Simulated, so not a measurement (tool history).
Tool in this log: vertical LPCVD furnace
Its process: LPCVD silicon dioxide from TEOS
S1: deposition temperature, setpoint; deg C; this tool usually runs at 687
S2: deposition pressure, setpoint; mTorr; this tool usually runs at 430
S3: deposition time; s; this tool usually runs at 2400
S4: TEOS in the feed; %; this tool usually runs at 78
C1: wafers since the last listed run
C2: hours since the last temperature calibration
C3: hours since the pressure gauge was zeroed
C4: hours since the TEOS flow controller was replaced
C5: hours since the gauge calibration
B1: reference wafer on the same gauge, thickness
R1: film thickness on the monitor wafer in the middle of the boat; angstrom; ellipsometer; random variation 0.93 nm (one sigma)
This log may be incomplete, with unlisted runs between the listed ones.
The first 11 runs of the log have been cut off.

{"run": 12, "hour": 724.8, "S1": 681, "S2": 490, "S3": 2400, "S4": 78, "C1": 797, "C2": 2546.9, "C3": 1402.0, "C4": 2293.9, "C5": 2158.6, "B1": 340.63, "R1": 2680.1}
{"hour": 749.8, "done": "TEOS flow controller replaced"}
{"run": 13, "hour": 800.2, "S1": 681, "S2": 490, "S3": 2400, "S4": 78, "C1": 883, "C2": 2622.3, "C3": 1477.4, "C4": 50.4, "C5": 2234.0, "B1": 340.61, "R1": 2679.7}
{"run": 14, "hour": 893.8, "S1": 687, "S2": 430, "S3": 2910, "S4": 78, "C1": 1608, "C2": 2715.9, "C3": 1571.0, "C4": 144.0, "C5": 2327.6, "B1": 340.98, "R1": 3529.4}
{"run": 15, "hour": 961.9, "S1": 687, "S2": 430, "S3": 2910, "S4": 78, "C1": 1170, "C2": 2784.0, "C3": 1639.1, "C4": 212.1, "C5": 2395.7, "B1": 341.48, "R1": 3527.5}
{"run": 16, "hour": 1035.0, "S1": 687, "S2": 430, "S3": 2670, "S4": 65, "C1": 1256, "C2": 2857.1, "C3": 1712.2, "C4": 285.2, "C5": 2468.8, "B1": 341.65, "R1": 2965.3}
{"hour": 1192.5, "done": "pressure gauge zeroed"}
{"run": 17, "hour": 1222.6, "S1": 687, "S2": 360, "S3": 2400, "S4": 78, "C1": 2811, "C2": 3044.7, "C3": 30.1, "C4": 472.8, "C5": 2656.4, "B1": 342.09, "R1": 2664.2}
{"run": 18, "hour": 1306.1, "S1": 687, "S2": 430, "S3": 2400, "S4": 89, "C1": 1434, "C2": 3128.2, "C3": 113.6, "C4": 556.3, "C5": 2739.9, "B1": 342.11, "R1": 3131.4}
{"hour": 1408.5, "done": "thermocouples replaced and temperature profile calibrated"}
{"run": 19, "hour": 1409.0, "S1": 681, "S2": 490, "S3": 2400, "S4": 78, "C1": 1355, "C2": 0.5, "C3": 216.5, "C4": 659.2, "C5": 2842.8, "B1": 342.44, "R1": 2719.4}
{"run": 20, "hour": 1474.6, "S1": 681, "S2": 490, "S3": 2400, "S4": 78, "C1": 1127, "C2": 66.1, "C3": 282.1, "C4": 724.8, "C5": 2908.4, "B1": 342.58, "R1": 2689.7}
{"run": 21, "hour": 1521.6, "S1": 687, "S2": 430, "S3": 2400, "S4": 78, "C1": 807, "C2": 113.1, "C3": 329.1, "C4": 771.8, "C5": 2955.4, "B1": 342.94, "R1": 2909.1}
{"hour": 1570.8, "done": "gauge calibrated"}
{"run": 22, "hour": 1627.7, "S1": 697, "S2": 430, "S3": 2400, "S4": 74, "C1": 1823, "C2": 219.2, "C3": 435.2, "C4": 877.9, "C5": 56.9, "B1": 335.93, "R1": 3527.4}
{"run": 23, "hour": 1688.4, "S1": 677, "S2": 430, "S3": 3000, "S4": 78, "C1": 1042, "C2": 279.9, "C3": 495.9, "C4": 938.6, "C5": 117.6, "B1": 336.06, "R1": 2819.4}
{"run": 24, "hour": 1757.8, "S1": 681, "S2": 490, "S3": 2400, "S4": 78, "C1": 1192, "C2": 349.3, "C3": 565.3, "C4": 1008.0, "C5": 187.0, "B1": 336.53, "R1": 2649.5}
{"run": 25, "hour": 1828.8, "S1": 687, "S2": 355, "S3": 3150, "S4": 74, "C1": 1219, "C2": 420.3, "C3": 636.3, "C4": 1079.0, "C5": 258.0, "B1": 336.52, "R1": 3333.8}
{"run": 26, "hour": 1920.4, "S1": 683, "S2": 430, "S3": 3180, "S4": 87, "C1": 1573, "C2": 511.9, "C3": 727.9, "C4": 1170.6, "C5": 349.6, "B1": 336.73, "R1": 3665.4}
{"run": 27, "hour": 1999.2, "S1": 694, "S2": 430, "S3": 3000, "S4": 78, "C1": 1353, "C2": 590.7, "C3": 806.7, "C4": 1249.4, "C5": 428.4, "B1": 336.71, "R1": 4253.2}
{"run": 28, "hour": 2037.2, "S1": 687, "S2": 430, "S3": 2400, "S4": 78, "C1": 652, "C2": 628.7, "C3": 844.7, "C4": 1287.4, "C5": 466.4, "B1": 336.77, "R1": 2887.6}
{"run": 29, "hour": 2105.3, "S1": 679, "S2": 345, "S3": 2400, "S4": 78, "C1": 1170, "C2": 696.8, "C3": 912.8, "C4": 1355.5, "C5": 534.5, "B1": 337.25, "R1": 2125.0}
{"run": 30, "hour": 2184.3, "S1": 697, "S2": 430, "S3": 2400, "S4": 68, "C1": 1357, "C2": 775.8, "C3": 991.8, "C4": 1434.5, "C5": 613.5, "B1": 337.31, "R1": 3389.7}
{"run": 31, "hour": 2282.0, "S1": 687, "S2": 515, "S3": 2400, "S4": 78, "C1": 1678, "C2": 873.5, "C3": 1089.5, "C4": 1532.2, "C5": 711.2, "B1": 337.7, "R1": 3162.6}

Forecast each of these 4 alternatives for the next run:
{"run": "A", "hour": 2286.9, "S1": 687, "S2": 430, "S3": 2400, "S4": 78, "C1": 84, "C2": 878.4, "C3": 1094.4, "C4": 1537.1, "C5": 716.1, "B1": "?", "R1": "?"}
{"run": "B", "hour": 2286.9, "S1": 678, "S2": 345, "S3": 1920, "S4": 92, "C1": 84, "C2": 878.4, "C3": 1094.4, "C4": 1537.1, "C5": 716.1, "B1": "?", "R1": "?"}
{"run": "C", "hour": 2286.9, "S1": 675, "S2": 430, "S3": 2730, "S4": 73, "C1": 84, "C2": 878.4, "C3": 1094.4, "C4": 1537.1, "C5": 716.1, "B1": "?", "R1": "?"}
{"run": "D", "hour": 2286.9, "S1": 691, "S2": 505, "S3": 3240, "S4": 93, "C1": 84, "C2": 878.4, "C3": 1094.4, "C4": 1537.1, "C5": 716.1, "B1": "?", "R1": "?"}

run=A B1=337.79 R1=2882.4
run=B B1=337.79 R1=1805.3
run=C B1=337.79 R1=2372.3
run=D B1=337.79 R1=5064.5
Take away the tool's hidden state, keep each run's random variation, and the runs would have read:
run=A R1=2858.7
run=B R1=1790.5
run=C R1=2352.8
run=D R1=5022.8
